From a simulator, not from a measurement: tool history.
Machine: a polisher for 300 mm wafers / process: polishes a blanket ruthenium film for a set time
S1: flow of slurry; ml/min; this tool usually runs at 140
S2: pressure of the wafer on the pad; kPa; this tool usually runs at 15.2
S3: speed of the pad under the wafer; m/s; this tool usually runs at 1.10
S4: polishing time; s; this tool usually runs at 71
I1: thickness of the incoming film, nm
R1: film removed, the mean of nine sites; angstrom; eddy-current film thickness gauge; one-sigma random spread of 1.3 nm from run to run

Run 1, hour 0.0: usual settings; I1 482.3. Result: R1 1070 angstrom.
Run 2, hour 103.1: usual settings; I1 476.9. Result: R1 1072 angstrom.
At hour 111.4: slurry nozzle cleaned.
Run 3, hour 174.9: usual settings; I1 468.7. Result: R1 1076 angstrom.
At hour 200.2: head pressure recalibrated.
Run 4, hour 243.9: usual settings but S4 83 s; I1 474.6. Result: R1 1273 angstrom.
Run 5, hour 311.7: usual settings but S4 83 s; I1 483.1. Result: R1 1245 angstrom.
At hour 409.9: worn pad replaced by a new one.
Run 6, hour 410.4: usual settings but S2 19.3 kPa; I1 480.5. Result: R1 1311 angstrom.
Run 7, hour 469.8: usual settings but S2 11.7 kPa; I1 483.5. Result: R1 887 angstrom.
Run 8, hour 784.5: usual settings but S2 13.1 kPa; I1 482.1. Result: R1 980 angstrom.
At hour 790.0: head pressure recalibrated.
Run 9, hour 856.1: usual settings but S2 13.1 kPa; I1 481.9. Result: R1 982 angstrom.
At hour 868.6: worn pad replaced by a new one.
Run 10, hour 898.1: usual settings but S2 13.1 kPa; I1 478.7. Result: R1 971 angstrom.
At hour 1037.9: slurry nozzle cleaned.
Run 11, hour 1172.1: usual settings but S1 155 ml/min; I1 473.7. Result: R1 1100 angstrom.
Run 12, hour 1210.5: usual settings but S1 155 ml/min; I1 481.5. Result: R1 1102 angstrom.
At hour 1280.6: head pressure recalibrated.
Run 13, hour 1289.0: usual settings; I1 478.1. Result: R1 1070 angstrom.
Run 14, hour 1357.1: usual settings but S1 120 ml/min, S2 13.8 kPa; I1 476.0. Result: R1 962 angstrom.
At hour 1381.6: worn pad replaced by a new one.
Run 15, hour 1447.4: usual settings but S1 180 ml/min, S3 0.84 m/s, S4 85 s; I1 486.8. Result: R1 1029 angstrom.
Run 16, hour 1497.3: usual settings but S2 20.7 kPa, S3 1.26 m/s; I1 476.4. Result: R1 1568 angstrom.
Run 17, hour 1539.2: usual settings but S3 0.98 m/s; I1 471.0. Result: R1 971 angstrom.
Run 18, hour 1630.7: usual settings but S3 1.30 m/s; I1 479.2. Result: R1 1271 angstrom.
Run 19, hour 1703.8: usual settings; I1 484.7. Result: R1 1080 angstrom.
Run 20, hour 1748.3: usual settings but S4 55 s; I1 490.4. Result: R1 838 angstrom.
At hour 1816.4: head pressure recalibrated.
At hour 1824.4: slurry nozzle cleaned.
At hour 1900.3: worn pad replaced by a new one.
Run 21, hour 1965.7: usual settings but S1 155 ml/min; I1 484.4. Result: R1 1089 angstrom.
Run 22, hour 2042.6: usual settings but S4 88 s; I1 478.9. Result: R1 1341 angstrom.
Run 23, hour 2089.7: usual settings but S1 175 ml/min, S4 81 s; I1 475.6. Result: R1 1287 angstrom.
Run 24, hour 2188.6: usual settings but S3 1.00 m/s; I1 476.2. Result: R1 961 angstrom.
Run 25, hour 2288.3: usual settings but S2 12.4 kPa, S3 0.90 m/s; I1 479.5. Result: R1 758 angstrom.
At hour 2353.3: head pressure recalibrated.
Run 26, hour 2361.3: usual settings but S1 125 ml/min; I1 483.3. Result: R1 1068 angstrom.

Run 27 is up next; what results do you expect?
At hour 2403.6: worn pad replaced by a new one.
Run 27, hour 2441.2: usual settings; I1 480.1. Result: R1 ?.

{"run 27": {"R1": 1042}}
If the tool had no hidden condition, the same run with the same run-to-run variation would have returned R1 1042 angstrom.
